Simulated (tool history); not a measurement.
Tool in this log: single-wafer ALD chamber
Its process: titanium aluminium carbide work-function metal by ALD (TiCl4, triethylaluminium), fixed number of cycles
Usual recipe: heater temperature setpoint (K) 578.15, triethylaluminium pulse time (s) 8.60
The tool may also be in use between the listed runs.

run   hour  heater temperature setpoint (K)  triethylaluminium pulse time (s)  wafers since the last listed run  hours since the last thermocouple change  hours since the last triethylaluminium bottle change  hours since the showerhead was replaced  hours since the gauge calibration  read-back reference wafer on the same gauge, thickness_nm  mean film thickness on the monitor wafer (nm)
  1    0.0                           578.15                              8.60                                 0                                    1870.2                                                 945.6                                   6898.7                              147.7                                                      1.969                                          1.890
  2   13.3                           578.15                              6.84                               142                                    1883.5                                                 958.9                                   6912.0                              161.0                                                      1.971                                          1.808
  3   29.6                           578.15                              6.84                               174                                    1899.8                                                 975.2                                   6928.3                              177.3                                                      1.970                                          1.790
      29.9  -- gauge calibrated
  4   41.6                           578.15                              6.84                               128                                    1911.8                                                 987.2                                   6940.3                               11.7                                                      1.971                                          1.790
  5   56.1                           578.15                              6.13                               155                                    1926.3                                                1001.7                                   6954.8                               26.2                                                      1.970                                          1.740
      76.0  -- triethylaluminium bottle replaced
      80.0  -- thermocouple changed; heater temperature recalibrated
  6   80.5                           578.15                              6.13                               132                                       0.5                                                   4.5                                   6979.2                               50.6                                                      1.970                                          1.634
  7   86.6                           578.15                              6.13                                65                                       6.6                                                  10.6                                   6985.3                               56.7                                                      1.973                                          1.614
  8   92.9                           578.15                              8.60                                67                                      12.9                                                  16.9                                   6991.6                               63.0                                                      1.969                                          1.777
  9  107.0                           578.15                              8.60                               151                                      27.0                                                  31.0                                   7005.7                               77.1                                                      1.971                                          1.794
     122.3  -- triethylaluminium bottle replaced, repeated, since the last time left the tool worse
 10  122.8                           578.15                              8.60                                83                                      42.8                                                   0.5                                   7021.5                               92.9                                                      1.972                                          1.996
 11  124.2                           563.15                             10.63                                15                                      44.2                                                   1.9                                   7022.9                               94.3                                                      1.970                                          1.920
 12  138.1                           566.15                              8.60                               148                                      58.1                                                  15.8                                   7036.8                              108.2                                                      1.971                                          1.905
 13  145.3                           593.15                              9.81                                77                                      65.3                                                  23.0                                   7044.0                              115.4                                                      1.971                                          2.133
     160.5  -- showerhead replaced
 14  173.9                           587.15                              8.60                               220                                      93.9                                                  51.6                                     13.4                              144.0                                                      1.971                                          2.057
 15  182.5                           564.15                              9.94                                92                                     102.5                                                  60.2                                     22.0                              152.6                                                      1.969                                          1.919
     190.1  -- gauge calibrated
 16  194.3                           578.15                              8.60                               126                                     114.3                                                  72.0                                     33.8                                4.2                                                      1.972                                          1.994
 17  208.6                           578.15                              8.60                               153                                     128.6                                                  86.3                                     48.1                               18.5                                                      1.969                                          1.993
 18  221.6                           574.15                              6.14                               139                                     141.6                                                  99.3                                     61.1                               31.5                                                      1.972                                          1.848
 19  238.3                           573.15                              8.60                               178                                     158.3                                                 116.0                                     77.8                               48.2                                                      1.969                                          1.949

For run 20, what comes out?
 20  244.5                           564.15                              8.60                                66                                     164.5                                                 122.2                                     84.0                               54.4                                                          ?                                              ?

{"run 20": {"read-back reference wafer on the same gauge, thickness_nm": 1.972, "mean film thickness on the monitor wafer (nm)": 1.874}}
On a tool with no hidden condition, and with the same random variation, this run would have come out at mean film thickness on the monitor wafer (nm) 1.887.

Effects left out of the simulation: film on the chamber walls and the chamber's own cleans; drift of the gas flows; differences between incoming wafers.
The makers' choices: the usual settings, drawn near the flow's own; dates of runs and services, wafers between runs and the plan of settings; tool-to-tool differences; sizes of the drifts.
